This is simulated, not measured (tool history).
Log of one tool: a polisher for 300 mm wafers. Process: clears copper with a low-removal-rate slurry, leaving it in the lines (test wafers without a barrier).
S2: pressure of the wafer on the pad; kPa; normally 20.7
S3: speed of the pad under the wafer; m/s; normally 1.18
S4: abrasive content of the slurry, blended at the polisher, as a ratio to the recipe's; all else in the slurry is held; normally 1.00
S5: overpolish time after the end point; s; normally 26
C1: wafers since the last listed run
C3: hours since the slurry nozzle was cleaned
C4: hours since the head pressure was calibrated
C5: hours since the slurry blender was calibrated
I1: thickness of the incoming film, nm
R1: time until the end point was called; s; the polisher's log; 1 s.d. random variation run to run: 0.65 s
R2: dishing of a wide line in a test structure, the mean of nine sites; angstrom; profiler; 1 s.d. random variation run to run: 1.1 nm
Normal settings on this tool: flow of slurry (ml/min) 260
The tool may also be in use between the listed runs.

Run 1, hour 0.0: usual settings; C1 0; wafers polished on this pad 635; C3 233.3; C4 291.5; C5 324.9; I1 276.1. Result: R1 66.4 s, R2 515 angstrom.
At hour 73.5: slurry blender recalibrated.
Run 2, hour 99.5: usual settings; C1 942; wafers polished on this pad 1578; C3 332.8; C4 391.0; C5 26.0; I1 278.3. Result: R1 66.8 s, R2 514 angstrom.
Run 3, hour 185.1: usual settings but S3 1.08 m/s; C1 827; wafers polished on this pad 2405; C3 418.4; C4 476.6; C5 111.6; I1 273.5. Result: R1 72.5 s, R2 468 angstrom.
At hour 359.6: slurry nozzle cleaned.
Run 4, hour 365.0: usual settings; C1 1729; wafers polished on this pad 4135; C3 5.4; C4 656.5; C5 291.5; I1 279.2. Result: R1 69.3 s, R2 499 angstrom.
At hour 399.1: worn pad replaced by a new one.
At hour 464.0: slurry blender recalibrated.
Run 5, hour 472.4: usual settings; C1 980; wafers polished on this pad 689; C3 112.8; C4 763.9; C5 8.4; I1 273.0. Result: R1 68.7 s, R2 505 angstrom.
Run 6, hour 561.9: usual settings; C1 865; wafers polished on this pad 1554; C3 202.3; C4 853.4; C5 97.9; I1 269.9. Result: R1 67.2 s, R2 513 angstrom.
Run 7, hour 609.9: usual settings; C1 464; wafers polished on this pad 2018; C3 250.3; C4 901.4; C5 145.9; I1 271.4. Result: R1 67.0 s, R2 516 angstrom.
Run 8, hour 717.7: usual settings but S2 17.2 kPa, S5 15 s; C1 1042; wafers polished on this pad 3060; C3 358.1; C4 1009.2; C5 253.7; I1 277.2. Result: R1 82.9 s, R2 288 angstrom.
At hour 767.6: worn pad replaced by a new one.
Run 9, hour 784.3: usual settings but S4 1.20; C1 605; wafers polished on this pad 161; C3 424.7; C4 1075.8; C5 320.3; I1 269.8. Result: R1 63.8 s, R2 524 angstrom.
Run 10, hour 827.2: usual settings but flow of slurry (ml/min) 290; C1 414; wafers polished on this pad 576; C3 467.6; C4 1118.7; C5 363.2; I1 276.8. Result: R1 68.4 s, R2 523 angstrom.
At hour 858.2: head pressure recalibrated.
Run 11, hour 899.4: usual settings but flow of slurry (ml/min) 290; C1 678; wafers polished on this pad 1254; C3 539.8; C4 41.2; C5 435.4; I1 274.1. Result: R1 66.1 s, R2 541 angstrom.
At hour 968.6: slurry blender recalibrated.
Run 12, hour 975.9: usual settings but flow of slurry (ml/min) 290; C1 720; wafers polished on this pad 1975; C3 616.3; C4 117.7; C5 7.3; I1 278.8. Result: R1 66.0 s, R2 511 angstrom.
At hour 1054.8: slurry nozzle cleaned.
Run 13, hour 1082.5: usual settings; C1 1020; wafers polished on this pad 2996; C3 27.7; C4 224.3; C5 113.9; I1 270.2. Result: R1 66.2 s, R2 512 angstrom.
At hour 1139.1: worn pad replaced by a new one.
Run 14, hour 1158.1: usual settings but flow of slurry (ml/min) 340, S2 26.2 kPa; C1 692; wafers polished on this pad 183; C3 103.3; C4 299.9; C5 189.5; I1 279.3. Result: R1 52.8 s, R2 614 angstrom.
Run 15, hour 1399.7: usual settings but flow of slurry (ml/min) 185, S2 24.8 kPa, S3 1.44 m/s; C1 2335; wafers polished on this pad 2519; C3 344.9; C4 541.5; C5 431.1; I1 273.4. Result: R1 47.3 s, R2 632 angstrom.
Run 16, hour 1458.8: usual settings but S4 0.75; C1 571; wafers polished on this pad 3091; C3 404.0; C4 600.6; C5 490.2; I1 271.6. Result: R1 72.5 s, R2 463 angstrom.
At hour 1477.9: slurry blender recalibrated.
Run 17, hour 1506.7: usual settings; C1 443; wafers polished on this pad 3534; C3 451.9; C4 648.5; C5 28.8; I1 276.3. Result: R1 68.4 s, R2 503 angstrom.
At hour 1517.1: worn pad replaced by a new one.
Run 18, hour 1569.4: usual settings; C1 567; wafers polished on this pad 505; C3 514.6; C4 711.2; C5 91.5; I1 274.0. Result: R1 68.7 s, R2 507 angstrom.
Run 19, hour 1661.5: usual settings but S3 1.54 m/s, S4 1.25, S5 12 s; C1 890; wafers polished on this pad 1395; C3 606.7; C4 803.3; C5 183.6; I1 274.9. Result: R1 49.0 s, R2 364 angstrom.
Run 20, hour 1739.5: usual settings but flow of slurry (ml/min) 235; C1 754; wafers polished on this pad 2150; C3 684.7; C4 881.3; C5 261.6; I1 276.4. Result: R1 70.0 s, R2 493 angstrom.
At hour 1808.2: slurry nozzle cleaned.
Run 21, hour 1833.2: usual settings but S3 1.48 m/s; C1 896; wafers polished on this pad 3046; C3 25.0; C4 975.0; C5 355.3; I1 273.4. Result: R1 55.8 s, R2 597 angstrom.
Run 22, hour 1875.8: usual settings but flow of slurry (ml/min) 185; C1 411; wafers polished on this pad 3458; C3 67.6; C4 1017.6; C5 397.9; I1 273.2. Result: R1 71.7 s, R2 503 angstrom.
At hour 1902.4: slurry blender recalibrated.
Run 23, hour 1918.7: usual settings but S2 25.5 kPa, S3 0.80 m/s; C1 395; wafers polished on this pad 3853; C3 110.5; C4 1060.5; C5 16.3; I1 275.2. Result: R1 82.6 s, R2 458 angstrom.
At hour 1959.6: head pressure recalibrated.
At hour 1967.3: worn pad replaced by a new one.
Run 24, hour 2014.7: usual settings; C1 870; wafers polished on this pad 457; C3 206.5; C4 55.1; C5 112.3; I1 275.8. Result: R1 64.4 s, R2 515 angstrom.
Run 25, hour 2067.8: usual settings but flow of slurry (ml/min) 220; C1 513; wafers polished on this pad 971; C3 259.6; C4 108.2; C5 165.4; I1 276.0. Result: R1 66.6 s, R2 505 angstrom.

3 ways to go on from here, each from the tool as it stands after run 25. What would each give?
Run A, hour 2068.3: usual settings; C1 4; wafers polished on this pad 976; C3 260.1; C4 108.7; C5 165.9; I1 274.3. Result: R1 ?, R2 ?.
Run B, hour 2068.3: usual settings but flow of slurry (ml/min) 190, S2 23.4 kPa, S3 0.82 m/s; C1 4; wafers polished on this pad 976; C3 260.1; C4 108.7; C5 165.9; I1 274.3. Result: R1 ?, R2 ?.
Run C, hour 2068.3: usual settings but S2 23.4 kPa, S3 1.54 m/s, S5 38 s; C1 4; wafers polished on this pad 976; C3 260.1; C4 108.7; C5 165.9; I1 274.3. Result: R1 ?, R2 ?.

run    R1   R2
  A  65.6  533
  B  86.2  445
  C  44.4  799
What these runs would have given with no unlogged condition in the tool:
run    R1   R2
  A  65.2  535
  B  85.7  447
  C  44.1  801
